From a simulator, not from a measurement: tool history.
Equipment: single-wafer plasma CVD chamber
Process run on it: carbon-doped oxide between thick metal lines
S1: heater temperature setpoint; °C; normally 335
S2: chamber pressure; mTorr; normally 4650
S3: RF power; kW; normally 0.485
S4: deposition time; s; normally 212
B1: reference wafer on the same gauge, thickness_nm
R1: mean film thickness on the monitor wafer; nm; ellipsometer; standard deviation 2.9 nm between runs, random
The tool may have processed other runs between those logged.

run	hour	S1	S2	S3	S4	B1	R1
1	0.0	335	4650	0.485	212	879.511	964.223
2	11.9	335	4650	0.485	212	880.421	962.519
3	29.1	335	4650	0.485	212	879.519	965.030
4	36.5	342	4650	0.485	212	879.613	944.710
5	45.9	342	4650	0.485	212	880.005	946.704
6	62.9	342	4650	0.485	212	880.626	946.084
# hour 66.7: gauge calibrated
7	70.2	335	4650	0.485	212	879.275	965.084
# hour 105.4: thermocouple changed; heater temperature recalibrated
8	113.4	335	4650	0.485	212	881.044	967.568
9	123.8	335	4650	0.485	212	880.481	962.738
10	132.1	335	4650	0.485	212	879.584	965.226
11	138.3	335	4650	0.485	212	881.020	966.052
12	149.8	339	4650	0.485	225	879.120	1013.010
13	166.4	325	4650	0.485	212	880.364	994.804
# hour 177.2: capacitance manometer re-zeroed and calibrated
14	178.4	335	4650	0.485	212	880.105	962.138
15	184.8	335	4650	0.485	212	880.288	958.645
16	201.0	335	4650	0.485	244	879.697	1104.634
17	210.3	335	5330	0.485	212	880.385	975.976
18	221.6	347	4160	0.485	212	880.113	915.166
# hour 244.6: showerhead replaced
19	245.1	321	4650	0.425	176	880.140	750.130
20	252.7	344	4650	0.485	212	879.909	934.633
21	264.3	327	5430	0.485	235	880.073	1115.346
22	279.7	335	4650	0.485	236	879.151	1068.009
# hour 300.1: RF generator calibrated
23	329.1	335	3590	0.485	212	879.180	981.227
24	338.0	344	3790	0.535	236	879.531	1141.448
25	346.2	335	4650	0.485	212	880.324	1009.157
26	355.0	330	4650	0.395	246	879.801	1005.147
27	371.9	346	4970	0.485	212	880.472	984.120
28	422.1	326	4650	0.445	212	879.234	961.247

4 options for the next run, each taken on its own from the tool as it stands now. Forecast them:
A	422.6	335	5560	0.485	212	?	?
B	422.6	335	5400	0.405	231	?	?
C	422.6	335	4300	0.440	212	?	?
D	422.6	335	4180	0.580	212	?	?

run	B1	R1
A	879.453	1026.965
B	879.453	963.971
C	879.453	921.801
D	879.453	1120.096
With no hidden state in the tool, these same runs would have given:
run	R1
A	1042.136
B	980.517
C	937.623
D	1135.780

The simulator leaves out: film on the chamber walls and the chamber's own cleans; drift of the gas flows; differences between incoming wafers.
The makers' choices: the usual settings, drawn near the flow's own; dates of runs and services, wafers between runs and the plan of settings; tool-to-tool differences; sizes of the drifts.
